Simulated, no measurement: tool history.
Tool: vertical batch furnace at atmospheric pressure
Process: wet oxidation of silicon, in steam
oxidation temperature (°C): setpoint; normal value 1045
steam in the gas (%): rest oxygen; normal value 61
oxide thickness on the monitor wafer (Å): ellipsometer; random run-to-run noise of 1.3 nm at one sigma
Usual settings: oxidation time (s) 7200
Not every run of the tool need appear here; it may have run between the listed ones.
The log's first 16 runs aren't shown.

run   hour  oxidation temperature (°C)  oxidation time (s)  steam in the gas (%)  wafers since the last listed run  hours since the last temperature calibration  hours since the steam generator was serviced  hours since the gauge calibration  read-back reference wafer on the same gauge, thickness  oxide thickness on the monitor wafer (Å)
 17  319.6                        1045                7200                    61                                58                                         146.1                                          12.8                               52.6                                                  518.12                                    6406.6
 18  329.9                        1045                7200                    61                                98                                         156.4                                          23.1                               62.9                                                  517.91                                    6420.3
 19  353.9                        1045                7200                    61                               229                                         180.4                                          47.1                               86.9                                                  517.79                                      6398
 20  379.8                        1038                5310                    61                               247                                         206.3                                            73                              112.8                                                  518.21                                    5162.8
 21  391.5                        1029                4980                    66                               111                                           218                                          84.7                              124.5                                                   517.8                                    4951.1
 22    406                        1045                7200                    61                               138                                         232.5                                          99.2                                139                                                  517.99                                    6414.2
 23  415.2                        1045                7200                    61                                88                                         241.7                                         108.4                              148.2                                                  518.06                                    6396.6
 24  442.1                        1023                9960                    51                               257                                         268.6                                         135.3                              175.1                                                  517.79                                    6246.9
 25  458.6                        1026                6090                    64                               157                                         285.1                                         151.8                              191.6                                                  518.13                                    5390.9
 26  475.2                        1025                3660                    57                               158                                         301.7                                         168.4                              208.2                                                  517.97                                    3648.5
 27  499.5                        1045                7200                    61                               232                                           326                                         192.7                              232.5                                                  518.06                                    6400.7
 28  511.4                        1029                6060                    61                               113                                         337.9                                         204.6                              244.4                                                   517.8                                      5321
 29    523                        1054                9510                    67                               110                                         349.5                                         216.2                                256                                                  517.84                                    8296.8
 30  547.7                        1063                9540                    65                               236                                         374.2                                         240.9                              280.7                                                  518.03                                    8426.2

Predict each of these 3 candidate next runs independently; none follows another, all start after run 30:
  A  553.9                        1045                9030                    61                                59                                         380.4                                         247.1                              286.9                                                       ?                                         ?
  B  553.9                        1069                9240                    51                                59                                         380.4                                         247.1                              286.9                                                       ?                                         ?
  C  553.9                        1027                7200                    61                                59                                         380.4                                         247.1                              286.9                                                       ?                                         ?

run  read-back reference wafer on the same gauge, thickness  oxide thickness on the monitor wafer (Å)
  A                                                  518.16                                    7313.7
  B                                                  518.16                                    7439.9
  C                                                  518.16                                    5852.6
The same runs, with their run-to-run variation unchanged, on a tool lacking any hidden condition would have given:
run  oxide thickness on the monitor wafer (Å)
  A                                    7320.5
  B                                    7446.6
  C                                    5858.2
